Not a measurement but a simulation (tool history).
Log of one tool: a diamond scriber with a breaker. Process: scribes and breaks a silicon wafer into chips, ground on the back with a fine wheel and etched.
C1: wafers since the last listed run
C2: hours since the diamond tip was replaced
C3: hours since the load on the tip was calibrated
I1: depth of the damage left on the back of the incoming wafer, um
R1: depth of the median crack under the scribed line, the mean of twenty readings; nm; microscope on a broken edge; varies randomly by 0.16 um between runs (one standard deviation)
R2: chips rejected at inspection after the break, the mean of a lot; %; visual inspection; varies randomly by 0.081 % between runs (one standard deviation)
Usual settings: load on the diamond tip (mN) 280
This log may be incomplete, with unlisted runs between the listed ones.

{"run": 1, "hour": 0.0, "load on the diamond tip (mN)": 340, "C1": 0, "C2": 124.7, "C3": 927.3, "I1": 0.72, "R1": 15950, "R2": 3.9}
{"run": 2, "hour": 32.1, "load on the diamond tip (mN)": 340, "C1": 77, "C2": 156.8, "C3": 959.4, "I1": 0.55, "R1": 15640, "R2": 3.47}
{"run": 3, "hour": 59.0, "load on the diamond tip (mN)": 340, "C1": 64, "C2": 183.7, "C3": 986.3, "I1": 0.45, "R1": 15640, "R2": 4.09}
{"run": 4, "hour": 117.8, "load on the diamond tip (mN)": 280, "C1": 141, "C2": 242.5, "C3": 1045.1, "I1": 0.39, "R1": 13580, "R2": 1.28}
{"run": 5, "hour": 144.6, "load on the diamond tip (mN)": 280, "C1": 64, "C2": 269.3, "C3": 1071.9, "I1": 0.5, "R1": 13630, "R2": 1.37}
{"run": 6, "hour": 161.5, "load on the diamond tip (mN)": 280, "C1": 40, "C2": 286.2, "C3": 1088.8, "I1": 0.75, "R1": 13570, "R2": 1.43}
{"run": 7, "hour": 178.8, "load on the diamond tip (mN)": 280, "C1": 41, "C2": 303.5, "C3": 1106.1, "I1": 0.8, "R1": 13540, "R2": 1.5}
{"run": 8, "hour": 211.5, "load on the diamond tip (mN)": 280, "C1": 78, "C2": 336.2, "C3": 1138.8, "I1": 0.59, "R1": 13670, "R2": 1.34}
{"run": 9, "hour": 304.3, "load on the diamond tip (mN)": 280, "C1": 222, "C2": 429, "C3": 1231.6, "I1": 0.53, "R1": 13280, "R2": 1.45}
{"run": 10, "hour": 323.7, "load on the diamond tip (mN)": 280, "C1": 46, "C2": 448.4, "C3": 1251, "I1": 0.68, "R1": 13260, "R2": 1.37}
{"run": 11, "hour": 356.1, "load on the diamond tip (mN)": 280, "C1": 77, "C2": 480.8, "C3": 1283.4, "I1": 0.35, "R1": 13200, "R2": 1.59}
{"run": 12, "hour": 369.7, "load on the diamond tip (mN)": 337, "C1": 32, "C2": 494.4, "C3": 1297, "I1": 0.63, "R1": 15200, "R2": 2.73}
{"run": 13, "hour": 422.0, "load on the diamond tip (mN)": 337, "C1": 125, "C2": 546.7, "C3": 1349.3, "I1": 0.79, "R1": 15400, "R2": 2.31}
{"run": 14, "hour": 443.4, "load on the diamond tip (mN)": 337, "C1": 51, "C2": 568.1, "C3": 1370.7, "I1": 0.78, "R1": 15170, "R2": 2.41}
{"hour": 471.8, "done": "load on the tip recalibrated"}
{"run": 15, "hour": 478.7, "load on the diamond tip (mN)": 280, "C1": 79, "C2": 603.4, "C3": 6.9, "I1": 0.58, "R1": 13250, "R2": 1.87}
{"run": 16, "hour": 506.5, "load on the diamond tip (mN)": 280, "C1": 66, "C2": 631.2, "C3": 34.7, "I1": 0.38, "R1": 13060, "R2": 1.65}
{"run": 17, "hour": 538.0, "load on the diamond tip (mN)": 237, "C1": 75, "C2": 662.7, "C3": 66.2, "I1": 0.58, "R1": 11530, "R2": 6.99}
{"run": 18, "hour": 552.5, "load on the diamond tip (mN)": 235, "C1": 34, "C2": 677.2, "C3": 80.7, "I1": 0.73, "R1": 11430, "R2": 7.67}
{"run": 19, "hour": 571.2, "load on the diamond tip (mN)": 258, "C1": 44, "C2": 695.9, "C3": 99.4, "I1": 0.34, "R1": 12420, "R2": 4.61}
{"run": 20, "hour": 594.7, "load on the diamond tip (mN)": 280, "C1": 56, "C2": 719.4, "C3": 122.9, "I1": 0.46, "R1": 13200, "R2": 2.08}
{"run": 21, "hour": 608.1, "load on the diamond tip (mN)": 334, "C1": 32, "C2": 732.8, "C3": 136.3, "I1": 0.73, "R1": 14860, "R2": 1.67}
{"run": 22, "hour": 631.6, "load on the diamond tip (mN)": 322, "C1": 56, "C2": 756.3, "C3": 159.8, "I1": 0.65, "R1": 14320, "R2": 1.28}
{"hour": 692.0, "done": "diamond tip replaced by a new one"}
{"run": 23, "hour": 731.8, "load on the diamond tip (mN)": 317, "C1": 235, "C2": 39.8, "C3": 260, "I1": 0.73, "R1": 15270, "R2": 2.25}
{"run": 24, "hour": 763.9, "load on the diamond tip (mN)": 357, "C1": 77, "C2": 71.9, "C3": 292.1, "I1": 0.64, "R1": 16490, "R2": 6.82}
{"run": 25, "hour": 777.8, "load on the diamond tip (mN)": 247, "C1": 33, "C2": 85.8, "C3": 306, "I1": 0.34, "R1": 12400, "R2": 3.31}
{"run": 26, "hour": 805.3, "load on the diamond tip (mN)": 233, "C1": 65, "C2": 113.3, "C3": 333.5, "I1": 0.39, "R1": 12060, "R2": 5.26}
{"run": 27, "hour": 833.4, "load on the diamond tip (mN)": 324, "C1": 67, "C2": 141.4, "C3": 361.6, "I1": 0.64, "R1": 15250, "R2": 2.74}
{"run": 28, "hour": 859.1, "load on the diamond tip (mN)": 280, "C1": 61, "C2": 167.1, "C3": 387.3, "I1": 0.72, "R1": 13730, "R2": 1.22}
{"run": 29, "hour": 880.8, "load on the diamond tip (mN)": 280, "C1": 52, "C2": 188.8, "C3": 409, "I1": 0.75, "R1": 13440, "R2": 1.13}
{"run": 30, "hour": 911.2, "load on the diamond tip (mN)": 328, "C1": 72, "C2": 219.2, "C3": 439.4, "I1": 0.59, "R1": 15540, "R2": 3.14}
{"run": 31, "hour": 945.1, "load on the diamond tip (mN)": 280, "C1": 81, "C2": 253.1, "C3": 473.3, "I1": 0.56, "R1": 13600, "R2": 1.36}
{"run": 32, "hour": 957.3, "load on the diamond tip (mN)": 249, "C1": 29, "C2": 265.3, "C3": 485.5, "I1": 0.5, "R1": 12730, "R2": 3.44}
{"run": 33, "hour": 1001.1, "load on the diamond tip (mN)": 355, "C1": 105, "C2": 309.1, "C3": 529.3, "I1": 0.55, "R1": 16610, "R2": 5.01}

Describe how what the log doesn't record of the tool's condition differs between the last listed run preceding each entry between runs and the first listed run following it.
Runs 14 to 15: load on the tip recalibrated (hour 471.8)
  share of the diamond tip's cutting effectiveness lost through wear, %: 7.4 -> 8.01
  measured minus no-state result, R1: -800 -> -760 nm; R2: -1.95 -> +0.61 %
Runs 22 to 23: diamond tip replaced by a new one (hour 692)
  share of the diamond tip's cutting effectiveness lost through wear, %: 11.1 -> 1.74
  measured minus no-state result, R1: -1160 -> -180 nm; R2: -1.82 -> -0.34 %

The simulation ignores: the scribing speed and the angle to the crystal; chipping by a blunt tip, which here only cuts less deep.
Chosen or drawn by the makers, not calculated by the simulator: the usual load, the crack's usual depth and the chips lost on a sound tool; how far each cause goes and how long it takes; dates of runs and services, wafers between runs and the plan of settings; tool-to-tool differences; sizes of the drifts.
